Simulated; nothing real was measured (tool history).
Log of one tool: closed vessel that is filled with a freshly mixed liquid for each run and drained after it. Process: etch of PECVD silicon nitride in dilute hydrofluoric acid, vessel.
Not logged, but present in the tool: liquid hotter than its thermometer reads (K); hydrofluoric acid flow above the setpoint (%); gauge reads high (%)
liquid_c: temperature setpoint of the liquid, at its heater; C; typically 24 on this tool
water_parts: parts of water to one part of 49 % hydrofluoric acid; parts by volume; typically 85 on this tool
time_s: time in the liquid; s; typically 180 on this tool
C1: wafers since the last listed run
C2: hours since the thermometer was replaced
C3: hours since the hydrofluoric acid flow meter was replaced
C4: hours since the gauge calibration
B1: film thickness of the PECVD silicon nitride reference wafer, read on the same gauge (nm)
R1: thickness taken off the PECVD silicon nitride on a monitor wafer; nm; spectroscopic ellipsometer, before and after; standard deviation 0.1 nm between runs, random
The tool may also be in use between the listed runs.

Run 1, hour 0: usual settings; C1 0; C2 2221.8; C3 1085.4; C4 86.1; B1 110.01. Result: R1 12.59 nm.
Run 2, hour 12.1: usual settings; C1 720; C2 2233.9; C3 1097.5; C4 98.2; B1 110.01. Result: R1 12.47 nm.
Run 3, hour 23.2: usual settings; C1 661; C2 2245; C3 1108.6; C4 109.3; B1 109.99. Result: R1 12.55 nm.
Run 4, hour 34.1: usual settings; C1 649; C2 2255.9; C3 1119.5; C4 120.2; B1 109.98. Result: R1 12.53 nm.
Run 5, hour 44.8: usual settings; C1 637; C2 2266.6; C3 1130.2; C4 130.9; B1 110.01. Result: R1 12.66 nm.
Run 6, hour 51.4: usual settings; C1 393; C2 2273.2; C3 1136.8; C4 137.5; B1 110. Result: R1 12.62 nm.
Run 7, hour 61.5: usual settings; C1 601; C2 2283.3; C3 1146.9; C4 147.6; B1 110.01. Result: R1 12.53 nm.
Run 8, hour 71.1: usual settings; C1 571; C2 2292.9; C3 1156.5; C4 157.2; B1 110. Result: R1 12.58 nm.
Run 9, hour 79.4: usual settings; C1 494; C2 2301.2; C3 1164.8; C4 165.5; B1 109.98. Result: R1 12.66 nm.
Run 10, hour 85.6: usual settings but water_parts 65 parts by volume; C1 369; C2 2307.4; C3 1171; C4 171.7; B1 110.01. Result: R1 16.44 nm.
Run 11, hour 93.2: usual settings but water_parts 65 parts by volume; C1 452; C2 2315; C3 1178.6; C4 179.3; B1 109.99. Result: R1 16.34 nm.
At hour 96.2: hydrofluoric acid flow meter replaced.
Run 12, hour 99.7: usual settings; C1 327; C2 2321.5; C3 3.5; C4 185.8; B1 110.02. Result: R1 13.59 nm.
Run 13, hour 116.9: usual settings but water_parts 55 parts by volume, time_s 255 s; C1 1024; C2 2338.7; C3 20.7; C4 203; B1 110. Result: R1 29.03 nm.
Run 14, hour 130.6: usual settings; C1 816; C2 2352.4; C3 34.4; C4 216.7; B1 110.01. Result: R1 13.42 nm.
Run 15, hour 139.2: usual settings but liquid_c 28 C, time_s 235 s; C1 512; C2 2361; C3 43; C4 225.3; B1 110.02. Result: R1 22.58 nm.
Run 16, hour 151.5: usual settings; C1 732; C2 2373.3; C3 55.3; C4 237.6; B1 110.02. Result: R1 13.59 nm.
Run 17, hour 159.6: usual settings but liquid_c 19.5 C, time_s 275 s; C1 482; C2 2381.4; C3 63.4; C4 245.7; B1 110.01. Result: R1 15.15 nm.
Run 18, hour 169.6: usual settings but water_parts 100 parts by volume, time_s 275 s; C1 595; C2 2391.4; C3 73.4; C4 255.7; B1 110.03. Result: R1 17.71 nm.
Run 19, hour 175.7: usual settings but liquid_c 27.5 C, water_parts 100 parts by volume, time_s 215 s; C1 363; C2 2397.5; C3 79.5; C4 261.8; B1 109.99. Result: R1 17.17 nm.
At hour 183: gauge calibrated.
Run 20, hour 183.1: usual settings but liquid_c 26 C, water_parts 50 parts by volume, time_s 255 s; C1 440; C2 2404.9; C3 86.9; C4 0.1; B1 109.98. Result: R1 36.84 nm.
Run 21, hour 195.6: usual settings but water_parts 95 parts by volume; C1 744; C2 2417.4; C3 99.4; C4 12.6; B1 109.99. Result: R1 12.02 nm.
At hour 205.5: hydrofluoric acid flow meter replaced, repeated, since the last time left the tool worse.
Run 22, hour 208.9: usual settings but liquid_c 19.5 C, water_parts 70 parts by volume, time_s 90 s; C1 732; C2 2430.7; C3 3.4; C4 25.9; B1 110.01. Result: R1 5.26 nm.
At hour 215: thermometer replaced.
Run 23, hour 234.4: usual settings but liquid_c 19.5 C, water_parts 115 parts by volume, time_s 110 s; C1 1459; C2 19.4; C3 28.9; C4 51.4; B1 109.99. Result: R1 3.97 nm.
Run 24, hour 242.9: usual settings; C1 506; C2 27.9; C3 37.4; C4 59.9; B1 109.99. Result: R1 11.76 nm.
Run 25, hour 251.9: usual settings; C1 536; C2 36.9; C3 46.4; C4 68.9; B1 110.01. Result: R1 11.76 nm.
Run 26, hour 262.5: usual settings but liquid_c 28 C; C1 631; C2 47.5; C3 57; C4 79.5; B1 109.98. Result: R1 15.35 nm.
Run 27, hour 275.2: usual settings; C1 756; C2 60.2; C3 69.7; C4 92.2; B1 110. Result: R1 11.76 nm.
Run 28, hour 281.5: usual settings but liquid_c 19 C, water_parts 55 parts by volume, time_s 215 s; C1 375; C2 66.5; C3 76; C4 98.5; B1 110.03. Result: R1 15.25 nm.
Run 29, hour 290.7: usual settings; C1 548; C2 75.7; C3 85.2; C4 107.7; B1 110. Result: R1 11.81 nm.
Run 30, hour 306: usual settings but liquid_c 28 C, water_parts 125 parts by volume, time_s 105 s; C1 911; C2 91; C3 100.5; C4 123; B1 110. Result: R1 6.01 nm.
Run 31, hour 332.4: usual settings but water_parts 110 parts by volume, time_s 215 s; C1 1572; C2 117.4; C3 126.9; C4 149.4; B1 109.98. Result: R1 10.98 nm.
Run 32, hour 342.9: usual settings but time_s 110 s; C1 625; C2 127.9; C3 137.4; C4 159.9; B1 110.02. Result: R1 7.11 nm.

What if the next run were any one of these 4? Each begins from the tool's condition after run 32:
Run A, hour 343.6: usual settings; C1 41; C2 128.6; C3 138.1; C4 160.6; B1 ?. Result: R1 ?.
Run B, hour 343.6: usual settings but liquid_c 22.5 C, water_parts 60 parts by volume; C1 41; C2 128.6; C3 138.1; C4 160.6; B1 ?. Result: R1 ?.
Run C, hour 343.6: usual settings but liquid_c 22 C, water_parts 105 parts by volume; C1 41; C2 128.6; C3 138.1; C4 160.6; B1 ?. Result: R1 ?.
Run D, hour 343.6: usual settings but liquid_c 22.5 C; C1 41; C2 128.6; C3 138.1; C4 160.6; B1 ?. Result: R1 ?.

run      B1     R1
  A  110.02  11.79
  B  110.02  15.01
  C  110.02   8.38
  D  110.02  10.67
With no hidden state in the tool, these same runs would have given:
run     R1
  A  11.59
  B  14.75
  C   8.24
  D  10.48
